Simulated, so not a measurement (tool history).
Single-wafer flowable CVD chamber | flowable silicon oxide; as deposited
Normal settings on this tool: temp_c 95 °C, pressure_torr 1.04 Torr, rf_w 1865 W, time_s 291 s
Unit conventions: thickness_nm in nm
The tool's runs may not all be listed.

run   hour  temp_c  pressure_torr  rf_w  time_s  wafers since the last listed run  hours since the last thermocouple change  hours since the last RF generator calibration  hours since the last manometer calibration  hours since the showerhead was replaced  hours since the gauge calibration  read-back reference wafer on the same gauge, thickness_nm  thickness_nm
  1    0.0      95           1.04  1865     291                                 0                                    2370.0                                         1495.1                                      1370.2                                   4001.5                              126.1                                                    256.932       274.496
  2    7.5      95           1.04  1975     291                                40                                    2377.5                                         1502.6                                      1377.7                                   4009.0                              133.6                                                    257.382       276.456
  3   24.9      95           1.04  1975     291                                92                                    2394.9                                         1520.0                                      1395.1                                   4026.4                              151.0                                                    257.314       275.065
  4   31.7      95           1.04  1865     291                                36                                    2401.7                                         1526.8                                      1401.9                                   4033.2                              157.8                                                    257.210       271.354
  5   39.5      95           1.04  1865     291                                41                                    2409.5                                         1534.6                                      1409.7                                   4041.0                              165.6                                                    257.229       274.157
      69.0  -- RF generator calibrated
      72.2  -- thermocouple changed; heater temperature recalibrated
  6   81.0      95           1.09  1985     291                               161                                       8.8                                           12.0                                      1451.2                                   4082.5                              207.1                                                    257.203       289.954
  7   96.1      95           1.04  1865     312                                80                                      23.9                                           27.1                                      1466.3                                   4097.6                              222.2                                                    256.848       292.545
  8  111.8      95           1.04  2160     291                                83                                      39.6                                           42.8                                      1482.0                                   4113.3                              237.9                                                    256.949       282.153
  9  124.8      95           1.04  2160     291                                69                                      52.6                                           55.8                                      1495.0                                   4126.3                              250.9                                                    257.035       281.988
     143.4  -- showerhead replaced
 10  143.9      95           1.04  2030     311                                59                                      71.7                                           74.9                                      1514.1                                      0.5                              270.0                                                    256.928       294.494
     156.2  -- capacitance manometer re-zeroed and calibrated
 11  156.7      95           1.04  1865     291                                25                                      84.5                                           87.7                                         0.5                                     13.3                              282.8                                                    257.025       261.242
 12  164.7      95           0.94  1560     317                                42                                      92.5                                           95.7                                         8.5                                     21.3                              290.8                                                    256.866       243.389
 13  180.2      82           1.04  1865     239                                82                                     108.0                                          111.2                                        24.0                                     36.8                              306.3                                                    257.067       306.331
 14  187.0      95           1.09  1985     291                                36                                     114.8                                          118.0                                        30.8                                     43.6                              313.1                                                    257.197       275.048
 15  199.4      95           0.84  2055     291                                66                                     127.2                                          130.4                                        43.2                                     56.0                              325.5                                                    256.602       213.525
 16  216.1      95           1.04  1705     291                                89                                     143.9                                          147.1                                        59.9                                     72.7                              342.2                                                    257.012       252.103
     229.9  -- gauge calibrated
 17  239.5     110           1.04  1865     241                               124                                     167.3                                          170.5                                        83.3                                     96.1                                9.6                                                    257.101       139.006
     257.3  -- capacitance manometer re-zeroed and calibrated, repeated, since the last time left the tool worse
 18  257.8     102           0.91  1685     261                                54                                     185.6                                          188.8                                         0.5                                    114.4                               27.9                                                    256.371       179.886
 19  267.6      91           1.04  1865     261                                52                                     195.4                                          198.6                                        10.3                                    124.2                               37.7                                                    257.084       291.664
 20  275.2      95           1.04  1865     291                                40                                     203.0                                          206.2                                        17.9                                    131.8                               45.3                                                    256.733       287.634
 21  286.8      95           1.04  1865     291                                61                                     214.6                                          217.8                                        29.5                                    143.4                               56.9                                                    256.913       287.347
 22  303.9      88           1.04  1865     272                                91                                     231.7                                          234.9                                        46.6                                    160.5                               74.0                                                    256.947       327.795
 23  316.1      95           1.04  1865     291                                65                                     243.9                                          247.1                                        58.8                                    172.7                               86.2                                                    256.796       288.587
 24  353.6      95           1.04  1705     291                               200                                     281.4                                          284.6                                        96.3                                    210.2                              123.7                                                    256.718       280.639
 25  369.2      88           1.04  1865     347                                83                                     297.0                                          300.2                                       111.9                                    225.8                              139.3                                                    256.928       419.740
 26  379.6      95           1.04  1865     291                                55                                     307.4                                          310.6                                       122.3                                    236.2                              149.7                                                    257.126       287.487
 27  397.0      80           0.90  1865     291                                92                                     324.8                                          328.0                                       139.7                                    253.6                              167.1                                                    257.074       372.349

Forecast each of these 5 alternatives for the next run:
  A  397.5      95           1.04  1865     291                                 2                                     325.3                                          328.5                                       140.2                                    254.1                              167.6                                                          ?             ?
  B  397.5      95           0.83  2210     343                                 2                                     325.3                                          328.5                                       140.2                                    254.1                              167.6                                                          ?             ?
  C  397.5      95           1.04  1540     291                                 2                                     325.3                                          328.5                                       140.2                                    254.1                              167.6                                                          ?             ?
  D  397.5     106           1.04  1865     347                                 2                                     325.3                                          328.5                                       140.2                                    254.1                              167.6                                                          ?             ?
  E  397.5      95           1.04  1615     291                                 2                                     325.3                                          328.5                                       140.2                                    254.1                              167.6                                                          ?             ?

run  read-back reference wafer on the same gauge, thickness_nm  thickness_nm
  A                                                    257.118       282.129
  B                                                    257.118       274.934
  C                                                    257.118       266.134
  D                                                    257.118       243.885
  E                                                    257.118       270.448
What these runs would have given with no unlogged condition in the tool:
run  thickness_nm
  A       285.200
  B       278.077
  C       269.030
  D       246.539
  E       273.391
